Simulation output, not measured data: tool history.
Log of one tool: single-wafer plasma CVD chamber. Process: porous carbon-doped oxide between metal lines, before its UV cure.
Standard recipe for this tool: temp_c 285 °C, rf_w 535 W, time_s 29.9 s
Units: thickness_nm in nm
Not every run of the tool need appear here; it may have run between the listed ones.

run	day	temp_c	rf_w	time_s	read-back reference wafer on the same gauge, thickness_nm	thickness_nm
1	0	278	535	29.9	202.171	195.675
2	4.1	278	535	29.9	201.899	195.604
3	6.771	278	535	29.9	201.946	194.047
# day 8.692: RF generator calibrated
4	9.458	285	535	29.9	201.951	192.922
5	11.079	285	535	29.9	201.902	192.236
6	14.838	285	535	33.9	202.037	217.297
7	18.633	285	535	33.9	202.092	219.578
8	22.088	285	535	33.9	201.95	219.367
9	25.058	285	535	29.9	202.227	193.76
10	27.279	285	535	29.9	201.993	192.998
11	29.667	285	535	29.9	201.806	193.105
12	33.3	285	535	29.9	201.981	194.615
13	37.021	285	535	29.9	201.881	193.715
# day 39.262: thermocouple changed; heater temperature recalibrated
14	40.158	285	535	29.9	202.208	188.489
15	42.658	285	535	29.9	202.071	189.109
16	45.942	285	535	29.9	201.954	188.936
17	48.533	285	535	27.8	201.995	175.785
18	52.908	285	535	29.9	201.929	188.303
19	54.862	285	535	29.9	201.964	187.15
# day 55.571: showerhead replaced
20	59.042	285	440	26.7	201.808	139.81
21	63.429	285	535	33.9	201.909	211.013
22	67.708	285	600	29.9	201.847	203.838
23	72.142	285	535	29.9	202.026	185.602
24	75.938	277	465	29.9	201.991	169.83
# day 78.233: RF generator calibrated
25	79.367	293	535	29.9	201.773	184.735
# day 81.571: gauge calibrated
26	83.496	285	535	29.9	201.921	193.814
27	87.592	290	535	31.8	201.885	200.441
28	89.638	285	535	25.8	202.108	169.404
29	92.35	276	470	27.2	202.073	167.921
# day 94.954: thermocouple changed; heater temperature recalibrated
30	94.975	296	490	35.5	202.113	198.85
31	98.25	275	535	29.9	202.027	202.185
32	100.617	298	635	29.9	202.124	201.934
33	104.275	285	625	29.9	202.013	215.426
34	107.238	285	465	29.9	201.916	169.278
35	109.5	272	465	34.6	201.943	210.109

3 ways to go on from here, each from the tool as it stands after run 35. What would each give?
A	109.517	285	535	29.9	?	?
B	109.517	292	575	29.9	?	?
C	109.517	274	460	28.2	?	?

run	read-back reference wafer on the same gauge, thickness_nm	thickness_nm
A	201.959	191.075
B	201.959	194.335
C	201.959	169.457
The same runs, with their run-to-run variation unchanged, on a tool lacking any hidden condition would have given:
run	thickness_nm
A	192.76
B	196.036
C	171.302
